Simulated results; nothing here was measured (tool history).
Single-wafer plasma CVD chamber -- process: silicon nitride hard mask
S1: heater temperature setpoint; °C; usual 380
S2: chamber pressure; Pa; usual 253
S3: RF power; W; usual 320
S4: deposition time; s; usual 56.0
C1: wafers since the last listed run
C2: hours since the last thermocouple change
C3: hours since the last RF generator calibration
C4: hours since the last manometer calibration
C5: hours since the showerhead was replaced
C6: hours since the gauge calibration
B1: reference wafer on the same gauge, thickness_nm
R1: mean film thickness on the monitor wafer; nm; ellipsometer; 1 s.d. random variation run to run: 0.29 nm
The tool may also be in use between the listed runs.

run 1 hour=0.0 | S1=380 S2=253 S3=320 S4=56.0 | C1=0 C2=712.9 C3=680.6 C4=1103.2 C5=6401.8 C6=192.5 | B1=66.953 | R1=70.297
run 2 hour=74.1 | S1=380 S2=253 S3=320 S4=56.0 | C1=858 C2=787.0 C3=754.7 C4=1177.3 C5=6475.9 C6=266.6 | B1=66.818 | R1=70.630
run 3 hour=169.5 | S1=380 S2=253 S3=320 S4=56.0 | C1=1105 C2=882.4 C3=850.1 C4=1272.7 C5=6571.3 C6=362.0 | B1=66.862 | R1=70.224
run 4 hour=245.2 | S1=380 S2=253 S3=320 S4=51.7 | C1=877 C2=958.1 C3=925.8 C4=1348.4 C5=6647.0 C6=437.7 | B1=66.788 | R1=65.108
run 5 hour=306.1 | S1=380 S2=253 S3=320 S4=51.7 | C1=705 C2=1019.0 C3=986.7 C4=1409.3 C5=6707.9 C6=498.6 | B1=66.852 | R1=64.819
run 6 hour=380.0 | S1=380 S2=253 S3=320 S4=56.0 | C1=856 C2=1092.9 C3=1060.6 C4=1483.2 C5=6781.8 C6=572.5 | B1=66.722 | R1=70.144
run 7 hour=448.5 | S1=380 S2=253 S3=320 S4=56.0 | C1=794 C2=1161.4 C3=1129.1 C4=1551.7 C5=6850.3 C6=641.0 | B1=66.809 | R1=70.438
run 8 hour=489.6 | S1=380 S2=253 S3=320 S4=56.0 | C1=476 C2=1202.5 C3=1170.2 C4=1592.8 C5=6891.4 C6=682.1 | B1=66.744 | R1=70.307
-- hour=539.4 thermocouple changed; heater temperature recalibrated
run 9 hour=549.3 | S1=380 S2=253 S3=320 S4=56.0 | C1=599 C2=9.9 C3=1229.9 C4=1652.5 C5=6951.1 C6=741.8 | B1=66.937 | R1=70.247
run 10 hour=642.6 | S1=380 S2=253 S3=320 S4=56.0 | C1=1081 C2=103.2 C3=1323.2 C4=1745.8 C5=7044.4 C6=835.1 | B1=66.806 | R1=70.514
run 11 hour=710.7 | S1=380 S2=253 S3=320 S4=56.0 | C1=789 C2=171.3 C3=1391.3 C4=1813.9 C5=7112.5 C6=903.2 | B1=66.805 | R1=70.347
run 12 hour=757.6 | S1=380 S2=253 S3=320 S4=56.0 | C1=543 C2=218.2 C3=1438.2 C4=1860.8 C5=7159.4 C6=950.1 | B1=66.736 | R1=70.472
run 13 hour=860.6 | S1=372 S2=201 S3=290 S4=62.3 | C1=1193 C2=321.2 C3=1541.2 C4=1963.8 C5=7262.4 C6=1053.1 | B1=66.775 | R1=72.172
run 14 hour=967.5 | S1=393 S2=200 S3=380 S4=66.2 | C1=1239 C2=428.1 C3=1648.1 C4=2070.7 C5=7369.3 C6=1160.0 | B1=66.690 | R1=87.007
run 15 hour=1050.0 | S1=384 S2=217 S3=320 S4=49.7 | C1=956 C2=510.6 C3=1730.6 C4=2153.2 C5=7451.8 C6=1242.5 | B1=66.734 | R1=61.235
run 16 hour=1094.7 | S1=372 S2=201 S3=290 S4=62.3 | C1=518 C2=555.3 C3=1775.3 C4=2197.9 C5=7496.5 C6=1287.2 | B1=66.817 | R1=72.246
run 17 hour=1145.1 | S1=380 S2=253 S3=320 S4=56.0 | C1=584 C2=605.7 C3=1825.7 C4=2248.3 C5=7546.9 C6=1337.6 | B1=66.795 | R1=69.805
-- hour=1219.8 capacitance manometer re-zeroed and calibrated
-- hour=1283.2 showerhead replaced
run 18 hour=1305.7 | S1=380 S2=253 S3=355 S4=56.0 | C1=1676 C2=766.3 C3=1986.3 C4=85.9 C5=22.5 C6=1498.2 | B1=66.783 | R1=74.385
run 19 hour=1369.1 | S1=380 S2=253 S3=335 S4=56.0 | C1=734 C2=829.7 C3=2049.7 C4=149.3 C5=85.9 C6=1561.6 | B1=66.784 | R1=72.017
-- hour=1409.4 gauge calibrated
run 20 hour=1470.5 | S1=380 S2=253 S3=320 S4=56.0 | C1=1175 C2=931.1 C3=2151.1 C4=250.7 C5=187.3 C6=61.1 | B1=66.843 | R1=70.590
run 21 hour=1573.6 | S1=380 S2=272 S3=380 S4=49.8 | C1=1195 C2=1034.2 C3=2254.2 C4=353.8 C5=290.4 C6=164.2 | B1=66.725 | R1=68.911
-- hour=1604.3 thermocouple changed; heater temperature recalibrated
run 22 hour=1646.3 | S1=391 S2=236 S3=335 S4=56.0 | C1=749 C2=42.0 C3=2326.9 C4=426.5 C5=363.1 C6=236.9 | B1=66.785 | R1=70.888
-- hour=1706.4 RF generator calibrated
run 23 hour=1741.8 | S1=380 S2=253 S3=320 S4=56.0 | C1=1014 C2=137.5 C3=35.4 C4=522.0 C5=458.6 C6=332.4 | B1=66.718 | R1=69.640
run 24 hour=1834.0 | S1=375 S2=253 S3=320 S4=56.0 | C1=1068 C2=229.7 C3=127.6 C4=614.2 C5=550.8 C6=424.6 | B1=66.805 | R1=70.323
run 25 hour=1939.2 | S1=380 S2=253 S3=335 S4=49.0 | C1=1219 C2=334.9 C3=232.8 C4=719.4 C5=656.0 C6=529.8 | B1=66.716 | R1=62.972
run 26 hour=2045.7 | S1=380 S2=253 S3=320 S4=46.5 | C1=1234 C2=441.4 C3=339.3 C4=825.9 C5=762.5 C6=636.3 | B1=66.722 | R1=58.655
run 27 hour=2141.3 | S1=367 S2=253 S3=320 S4=65.8 | C1=1108 C2=537.0 C3=434.9 C4=921.5 C5=858.1 C6=731.9 | B1=66.735 | R1=82.721
run 28 hour=2237.1 | S1=380 S2=253 S3=320 S4=56.0 | C1=1110 C2=632.8 C3=530.7 C4=1017.3 C5=953.9 C6=827.7 | B1=66.810 | R1=70.304

The tool's hidden state at each run:
wafer temperature above the value expected at the setpoint (K): 0 on each run
delivered RF power above the setpoint (%): 0 on each run
true pressure above the setpoint (%): 0 on each run
gauge reads high (%): 0 on each run

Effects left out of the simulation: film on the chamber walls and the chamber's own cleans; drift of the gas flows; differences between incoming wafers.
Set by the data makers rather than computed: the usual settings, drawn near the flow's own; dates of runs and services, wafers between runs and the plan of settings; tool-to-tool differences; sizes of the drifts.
